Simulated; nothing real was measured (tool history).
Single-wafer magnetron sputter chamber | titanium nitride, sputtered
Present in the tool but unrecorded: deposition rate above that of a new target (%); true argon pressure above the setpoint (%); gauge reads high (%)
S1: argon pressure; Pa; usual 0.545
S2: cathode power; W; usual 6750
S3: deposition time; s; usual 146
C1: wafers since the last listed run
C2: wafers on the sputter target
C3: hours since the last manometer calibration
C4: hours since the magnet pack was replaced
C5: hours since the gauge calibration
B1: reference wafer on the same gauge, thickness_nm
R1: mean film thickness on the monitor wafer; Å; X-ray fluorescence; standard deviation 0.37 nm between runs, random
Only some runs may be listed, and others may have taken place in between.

run,hour,S1,S2,S3,C1,C2,C3,C4,C5,B1,R1
1,0.0,0.545,6750,146,0,5005,2827.7,4954.5,304.3,173.964,1697.65
2,15.8,0.545,6750,157,134,5139,2843.5,4970.3,320.1,174.046,1828.37
3,33.6,0.545,6750,157,151,5290,2861.3,4988.1,337.9,173.903,1824.63
4,50.4,0.545,6750,157,142,5433,2878.1,5004.9,354.7,173.921,1823.57
5,65.9,0.545,6750,146,131,5564,2893.6,5020.4,370.2,174.119,1694.33
6,81.3,0.545,6750,146,130,5695,2909.0,5035.8,385.6,174.062,1696.15
7,90.6,0.545,6750,146,78,5774,2918.3,5045.1,394.9,174.161,1696.74
8,118.5,0.545,6750,146,236,6011,2946.2,5073.0,422.8,174.007,1691.79
9,133.6,0.545,6750,158,128,6139,2961.3,5088.1,437.9,173.964,1833.28
10,140.0,0.545,6750,158,54,6194,2967.7,5094.5,444.3,174.032,1833.05
11,151.9,0.545,6750,158,101,6295,2979.6,5106.4,456.2,173.899,1838.09
12,168.0,0.459,6750,146,136,6431,2995.7,5122.5,472.3,174.118,1753.56
13,181.7,0.459,6750,146,116,6548,3009.4,5136.2,486.0,174.183,1744.08
14,194.9,0.644,5800,146,112,6660,3022.6,5149.4,499.2,174.095,1450.94
15,210.3,0.644,5800,146,130,6791,3038.0,5164.8,514.6,174.030,1450.22
# hour 225.9: sputter target and shields replaced
# hour 230.8: capacitance manometer re-zeroed and calibrated
16,231.3,0.456,7650,132,68,4,0.5,5185.8,535.6,173.879,1764.09
17,231.7,0.464,5100,124,3,7,0.9,5186.2,536.0,173.926,1182.20
# hour 243.2: magnet pack replaced
18,247.2,0.545,6300,137,63,71,16.4,4.0,551.5,173.998,1508.44
19,258.4,0.405,6750,146,95,166,27.6,15.2,562.7,173.889,1782.47
# hour 272.3: gauge calibrated
20,274.6,0.545,6750,146,137,303,43.8,31.4,2.3,174.051,1703.46
21,290.3,0.545,6750,146,133,437,59.5,47.1,18.0,173.882,1697.80
22,300.9,0.613,7800,123,90,527,70.1,57.7,28.6,173.958,1573.93
23,308.1,0.545,6200,146,61,588,77.3,64.9,35.8,174.065,1580.79
24,353.8,0.658,5950,175,388,976,123.0,110.6,81.5,173.783,1765.21
25,369.5,0.545,7750,146,133,1109,138.7,126.3,97.2,174.109,1911.57
26,376.2,0.545,7500,146,56,1166,145.4,133.0,103.9,173.850,1860.19
27,383.2,0.405,6750,146,59,1226,152.4,140.0,110.9,174.067,1782.20
28,392.5,0.471,7800,135,78,1305,161.7,149.3,120.2,174.029,1826.90
29,400.8,0.460,5400,136,70,1375,170.0,157.6,128.5,173.869,1355.52
30,408.9,0.721,7400,135,68,1444,178.1,165.7,136.6,174.132,1595.71
31,416.8,0.545,7850,166,67,1511,186.0,173.6,144.5,173.947,2196.48
32,427.8,0.545,6750,118,93,1604,197.0,184.6,155.5,173.890,1375.67
33,437.0,0.545,6750,146,78,1682,206.2,193.8,164.7,174.076,1704.45
34,444.7,0.545,6750,166,65,1748,213.9,201.5,172.4,173.994,1926.47
35,459.4,0.545,6750,146,124,1873,228.6,216.2,187.1,174.085,1695.70

4 options for the next run, each taken on its own from the tool as it stands now. Forecast them:
A,459.8,0.545,6750,146,3,1876,229.0,216.6,187.5,?,?
B,459.8,0.545,5200,146,3,1876,229.0,216.6,187.5,?,?
C,459.8,0.665,5450,146,3,1876,229.0,216.6,187.5,?,?
D,459.8,0.404,7750,160,3,1876,229.0,216.6,187.5,?,?

run,B1,R1
A,174.063,1702.52
B,174.063,1380.28
C,174.063,1372.58
D,174.063,2202.93
What these runs would have given with no unlogged condition in the tool:
run,R1
A,1702.52
B,1380.28
C,1372.58
D,2202.93

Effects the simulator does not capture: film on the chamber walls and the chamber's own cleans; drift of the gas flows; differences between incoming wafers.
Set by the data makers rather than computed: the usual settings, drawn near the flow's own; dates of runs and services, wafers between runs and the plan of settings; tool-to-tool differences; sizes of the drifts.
